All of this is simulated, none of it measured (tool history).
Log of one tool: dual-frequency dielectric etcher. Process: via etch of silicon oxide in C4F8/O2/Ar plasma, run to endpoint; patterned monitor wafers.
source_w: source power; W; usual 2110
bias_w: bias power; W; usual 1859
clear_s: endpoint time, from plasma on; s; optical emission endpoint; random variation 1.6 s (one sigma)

run   hour  source_w  bias_w  incoming incoming film thickness, nm  clear_s
  1    0.0      2110    1859                                2069.6    400.8
  2    6.6      2110    1859                                2087.0    399.7
  3   24.4      2110    1859                                2105.4    406.2
  4   39.4      2110    2108                                2084.8    388.5
  5   45.8      2110    2108                                2092.4    385.5
  6   54.1      2110    1859                                2100.8    404.0
  7   72.0      2110    1859                                2096.8    402.3
      83.5  -- source power generator calibrated
  8   84.2      2110    1859                                2092.6    399.6
      89.7  -- bias power generator calibrated
  9  101.9      2110    1859                                2105.3    398.9
 10  111.8      2110    1859                                2089.3    399.0
 11  120.5      1870    1592                                2126.7    442.8
     148.7  -- wet clean of the chamber
 12  149.2      1920    1674                                2077.7    443.6
 13  149.6      2620    1859                                2078.6    385.1
 14  155.1      2280    1447                                2120.7    447.3
     183.2  -- upper electrode replaced
 15  183.7      2110    1859                                2093.7    415.9
 16  184.1      2250    1428                                2095.2    445.3
 17  195.3      1920    1599                                2117.4    453.0
 18  211.7      2110    1859                                2081.3    411.8
 19  226.0      2110    1624                                2112.7    437.1
 20  237.5      1620    1859                                2086.0    450.8

5 ways to go on from here, each from the tool as it stands after run 20. What would each give?
  A  238.0      2110    1438                                2102.7        ?
  B  238.0      2110    1416                                2102.7        ?
  C  238.0      1670    1711                                2102.7        ?
  D  238.0      2380    1488                                2102.7        ?
  E  238.0      1660    2091                                2102.7        ?

run  clear_s
  A    452.8
  B    454.9
  C    461.9
  D    430.4
  E    433.7
Without the tool's hidden state the same runs would have given:
run  clear_s
  A    457.8
  B    460.0
  C    467.1
  D    435.2
  E    438.5

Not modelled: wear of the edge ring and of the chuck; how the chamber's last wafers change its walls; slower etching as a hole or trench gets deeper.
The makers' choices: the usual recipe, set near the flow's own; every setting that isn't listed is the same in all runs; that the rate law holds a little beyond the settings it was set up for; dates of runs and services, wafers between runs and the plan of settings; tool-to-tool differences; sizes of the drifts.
